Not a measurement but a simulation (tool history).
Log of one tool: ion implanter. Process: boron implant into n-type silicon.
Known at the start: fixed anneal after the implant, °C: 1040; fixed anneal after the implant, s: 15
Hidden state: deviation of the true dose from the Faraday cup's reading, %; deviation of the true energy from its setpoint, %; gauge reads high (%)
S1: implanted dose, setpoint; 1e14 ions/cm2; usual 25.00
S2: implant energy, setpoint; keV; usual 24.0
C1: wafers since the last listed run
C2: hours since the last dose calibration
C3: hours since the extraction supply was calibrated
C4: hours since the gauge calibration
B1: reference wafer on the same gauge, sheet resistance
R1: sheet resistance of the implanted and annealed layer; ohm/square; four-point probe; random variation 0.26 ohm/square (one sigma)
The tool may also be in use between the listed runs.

run 1 hour=0.0 | S1=29.26 S2=24.0 | C1=0 C2=928.5 C3=2588.3 C4=540.2 | B1=66.01 | R1=53.96
run 2 hour=39.9 | S1=25.00 S2=24.0 | C1=717 C2=968.4 C3=2628.2 C4=580.1 | B1=66.07 | R1=58.15
run 3 hour=78.5 | S1=25.00 S2=24.0 | C1=694 C2=1007.0 C3=2666.8 C4=618.7 | B1=66.09 | R1=57.75
-- hour=98.4 gauge calibrated
run 4 hour=143.1 | S1=25.00 S2=24.0 | C1=1161 C2=1071.6 C3=2731.4 C4=44.7 | B1=65.97 | R1=57.97
run 5 hour=168.3 | S1=25.00 S2=24.0 | C1=453 C2=1096.8 C3=2756.6 C4=69.9 | B1=66.01 | R1=57.47
run 6 hour=231.9 | S1=25.00 S2=24.0 | C1=1143 C2=1160.4 C3=2820.2 C4=133.5 | B1=65.85 | R1=57.16
run 7 hour=255.9 | S1=25.00 S2=24.0 | C1=431 C2=1184.4 C3=2844.2 C4=157.5 | B1=65.95 | R1=57.73
run 8 hour=282.6 | S1=25.00 S2=18.0 | C1=480 C2=1211.1 C3=2870.9 C4=184.2 | B1=66.03 | R1=62.49
run 9 hour=307.3 | S1=25.00 S2=18.0 | C1=444 C2=1235.8 C3=2895.6 C4=208.9 | B1=65.94 | R1=62.78
run 10 hour=361.4 | S1=25.00 S2=18.0 | C1=972 C2=1289.9 C3=2949.7 C4=263.0 | B1=66.15 | R1=63.04
run 11 hour=391.1 | S1=22.11 S2=24.0 | C1=534 C2=1319.6 C3=2979.4 C4=292.7 | B1=66.04 | R1=61.42
-- hour=411.8 Faraday cup replaced and dose calibrated
run 12 hour=475.8 | S1=22.11 S2=24.0 | C1=1379 C2=64.0 C3=3064.1 C4=377.4 | B1=66.00 | R1=63.24
run 13 hour=504.7 | S1=30.72 S2=24.0 | C1=519 C2=92.9 C3=3093.0 C4=406.3 | B1=65.97 | R1=53.01
run 14 hour=530.2 | S1=25.00 S2=24.0 | C1=458 C2=118.4 C3=3118.5 C4=431.8 | B1=66.06 | R1=58.76
run 15 hour=567.2 | S1=20.75 S2=24.0 | C1=665 C2=155.4 C3=3155.5 C4=468.8 | B1=66.07 | R1=65.96
run 16 hour=593.9 | S1=25.00 S2=24.0 | C1=480 C2=182.1 C3=3182.2 C4=495.5 | B1=66.05 | R1=58.50
run 17 hour=652.3 | S1=28.29 S2=28.5 | C1=1050 C2=240.5 C3=3240.6 C4=553.9 | B1=66.19 | R1=52.54
run 18 hour=697.6 | S1=25.00 S2=24.0 | C1=814 C2=285.8 C3=3285.9 C4=599.2 | B1=65.86 | R1=58.52
run 19 hour=730.2 | S1=25.00 S2=17.5 | C1=586 C2=318.4 C3=3318.5 C4=631.8 | B1=66.04 | R1=64.65
run 20 hour=779.2 | S1=18.75 S2=24.0 | C1=881 C2=367.4 C3=3367.5 C4=680.8 | B1=66.01 | R1=71.20
-- hour=789.8 gauge calibrated
-- hour=809.4 extraction supply calibrated
run 21 hour=831.0 | S1=28.65 S2=20.0 | C1=787 C2=419.2 C3=21.6 C4=41.2 | B1=65.93 | R1=58.34
run 22 hour=872.9 | S1=21.83 S2=18.5 | C1=753 C2=461.1 C3=63.5 C4=83.1 | B1=65.87 | R1=68.00
run 23 hour=939.5 | S1=25.00 S2=24.0 | C1=1197 C2=527.7 C3=130.1 C4=149.7 | B1=65.88 | R1=58.59
run 24 hour=964.7 | S1=19.02 S2=27.5 | C1=453 C2=552.9 C3=155.3 C4=174.9 | B1=65.97 | R1=67.63
run 25 hour=1028.3 | S1=25.00 S2=24.0 | C1=1143 C2=616.5 C3=218.9 C4=238.5 | B1=66.03 | R1=58.65

Forecast each of these 4 alternatives for the next run:
run A hour=1028.7 | S1=25.00 S2=24.0 | C1=7 C2=616.9 C3=219.3 C4=238.9 | B1=? | R1=?
run B hour=1028.7 | S1=20.30 S2=29.0 | C1=7 C2=616.9 C3=219.3 C4=238.9 | B1=? | R1=?
run C hour=1028.7 | S1=21.05 S2=24.0 | C1=7 C2=616.9 C3=219.3 C4=238.9 | B1=? | R1=?
run D hour=1028.7 | S1=31.65 S2=28.0 | C1=7 C2=616.9 C3=219.3 C4=238.9 | B1=? | R1=?

run=A B1=65.99 R1=58.35
run=B B1=65.99 R1=64.39
run=C B1=65.99 R1=64.88
run=D B1=65.99 R1=49.48
Without the tool's hidden state the same runs would have given:
run=A R1=58.64
run=B R1=64.81
run=C R1=65.25
run=D R1=49.68
